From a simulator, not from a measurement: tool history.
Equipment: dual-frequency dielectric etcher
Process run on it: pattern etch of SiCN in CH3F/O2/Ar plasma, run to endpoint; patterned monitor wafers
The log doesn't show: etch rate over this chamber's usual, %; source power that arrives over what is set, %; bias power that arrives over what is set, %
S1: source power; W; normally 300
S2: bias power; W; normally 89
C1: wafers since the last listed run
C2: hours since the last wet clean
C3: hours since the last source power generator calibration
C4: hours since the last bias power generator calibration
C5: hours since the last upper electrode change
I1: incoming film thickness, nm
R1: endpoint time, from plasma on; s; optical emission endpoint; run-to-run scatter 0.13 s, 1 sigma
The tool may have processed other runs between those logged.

| run | hour | S1 | S2 | C1 | C2 | C3 | C4 | C5 | I1 | R1 |
|---|---|---|---|---|---|---|---|---|---|---|
| 1 | 0 | 300 | 103 | 0 | 494.7 | 2314.9 | 4374.1 | 4081.6 | 8.31 | 22.6 |
| 2 | 42.9 | 300 | 103 | 747 | 537.6 | 2357.8 | 4417 | 4124.5 | 8.29 | 22.7 |
| 3 | 85.7 | 240 | 96 | 745 | 580.4 | 2400.6 | 4459.8 | 4167.3 | 8.25 | 24.5 |
|  | 132.9 | wet clean of the chamber |
| 4 | 192 | 240 | 96 | 1434 | 59.1 | 2506.9 | 4566.1 | 4273.6 | 8.3 | 24.6 |
| 5 | 269.1 | 240 | 96 | 1343 | 136.2 | 2584 | 4643.2 | 4350.7 | 8.31 | 24.5 |
|  | 399.5 | upper electrode replaced |
| 6 | 400 | 300 | 98 | 1862 | 267.1 | 2714.9 | 4774.1 | 0.5 | 8.31 | 23 |
| 7 | 486.8 | 300 | 98 | 1512 | 353.9 | 2801.7 | 4860.9 | 87.3 | 8.35 | 23.2 |
|  | 495.8 | source power generator calibrated |
|  | 506.2 | bias power generator calibrated |
| 8 | 532 | 300 | 89 | 648 | 399.1 | 36.2 | 25.8 | 132.5 | 8.33 | 23.8 |
| 9 | 638.5 | 370 | 89 | 1855 | 505.6 | 142.7 | 132.3 | 239 | 8.34 | 22.6 |

Run 10 has not been measured yet. What should we expect?
| 10 | 744.7 | 220 | 77 | 1850 | 611.8 | 248.9 | 238.5 | 345.2 | 8.3 | ? |

Run 10 produced R1 27.1 s.
With no hidden state in the tool, this same run would have given R1 27.1 s.

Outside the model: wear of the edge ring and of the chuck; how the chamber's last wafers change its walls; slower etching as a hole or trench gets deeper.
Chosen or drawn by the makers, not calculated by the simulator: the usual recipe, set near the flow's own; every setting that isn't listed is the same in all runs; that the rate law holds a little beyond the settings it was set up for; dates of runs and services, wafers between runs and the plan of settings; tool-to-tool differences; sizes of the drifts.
